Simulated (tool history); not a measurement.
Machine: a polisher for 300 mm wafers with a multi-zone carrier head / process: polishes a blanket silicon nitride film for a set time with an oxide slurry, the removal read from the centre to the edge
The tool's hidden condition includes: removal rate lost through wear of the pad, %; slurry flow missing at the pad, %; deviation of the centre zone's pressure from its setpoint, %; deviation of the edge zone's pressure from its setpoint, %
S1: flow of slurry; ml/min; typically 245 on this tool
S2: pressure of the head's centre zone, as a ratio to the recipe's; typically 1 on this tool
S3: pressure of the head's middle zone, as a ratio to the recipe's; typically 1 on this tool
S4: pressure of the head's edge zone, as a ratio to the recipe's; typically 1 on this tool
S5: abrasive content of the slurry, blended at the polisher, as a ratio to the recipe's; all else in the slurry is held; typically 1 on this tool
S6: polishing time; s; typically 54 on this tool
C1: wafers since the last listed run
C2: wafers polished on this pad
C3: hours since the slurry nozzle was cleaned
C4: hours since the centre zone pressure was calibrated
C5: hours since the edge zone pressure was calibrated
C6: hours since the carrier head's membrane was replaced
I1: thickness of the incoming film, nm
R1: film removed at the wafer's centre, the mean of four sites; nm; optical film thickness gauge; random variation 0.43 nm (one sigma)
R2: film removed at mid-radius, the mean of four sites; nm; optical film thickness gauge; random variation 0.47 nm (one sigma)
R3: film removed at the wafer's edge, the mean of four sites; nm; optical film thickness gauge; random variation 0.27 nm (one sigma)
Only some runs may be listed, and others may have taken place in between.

run	hour	S1	S2	S3	S4	S5	S6	C1	C2	C3	C4	C5	C6	I1	R1	R2	R3
1	0	245	1	1	1	1	54	0	988	199.3	1229.7	927.3	899.6	467.8	26.1	26.4	26.6
# hour 0.8: worn pad replaced by a new one
# hour 13: slurry nozzle cleaned
2	14.5	245	1	1	1	1	54	177	177	1.5	1244.2	941.8	914.1	457.9	32	32	32.2
# hour 62: worn pad replaced by a new one
3	65.1	245	1	1	1	1	54	654	43	52.1	1294.8	992.4	964.7	460.1	32.8	33.1	32.9
4	73.3	245	1	1	1	1	54	115	158	60.3	1303	1000.6	972.9	460.9	32.5	32.9	32.4
5	85.9	245	1	1	1	1	54	176	335	72.9	1315.6	1013.2	985.5	468.2	31.3	32.7	32
6	94.3	245	1	1	1	1	54	117	453	81.3	1324	1021.6	993.9	451.8	31.5	31.5	31.7
# hour 119.4: worn pad replaced by a new one
7	146	245	1	1	1	1	54	669	372	133	1375.7	1073.3	1045.6	460.4	30.3	30.8	31.7
8	156.9	245	1	1	1	1	54	153	525	143.9	1386.6	1084.2	1056.5	457.2	30.3	30.6	30.8
# hour 166.3: centre zone pressure recalibrated
9	170.1	245	1	1	1	1	54	157	683	157.1	3.8	1097.4	1069.7	461.8	28.2	29	30.1
10	176.2	245	1	1	1	1	54	85	768	163.2	9.9	1103.5	1075.8	454.8	28.1	29	29.2
# hour 181.5: worn pad replaced by a new one
11	182.4	170	1	1.04	0.9	1	54	30	12	169.4	16.1	1109.7	1082	452.2	27.1	29.3	28.9
12	197.7	245	0.95	0.93	1.09	1	54	214	227	184.7	31.4	1125	1097.3	456	28.4	30.1	32.1

Run 13, settings as shown, results not yet in. Your forecast:
# hour 207.2: carrier head's membrane replaced by a new one
# hour 208: edge zone pressure recalibrated
13	211.2	325	1	1	1	1	54	107	335	198.2	44.9	3.2	4	451.1	?	?	?

{"run 13": {"R1": 31.1, "R2": 31.2, "R3": 31.6}}
Minus the tool's unlogged condition, the same run would have read R1 34.3 nm, R2 34.2 nm, R3 34.2 nm.
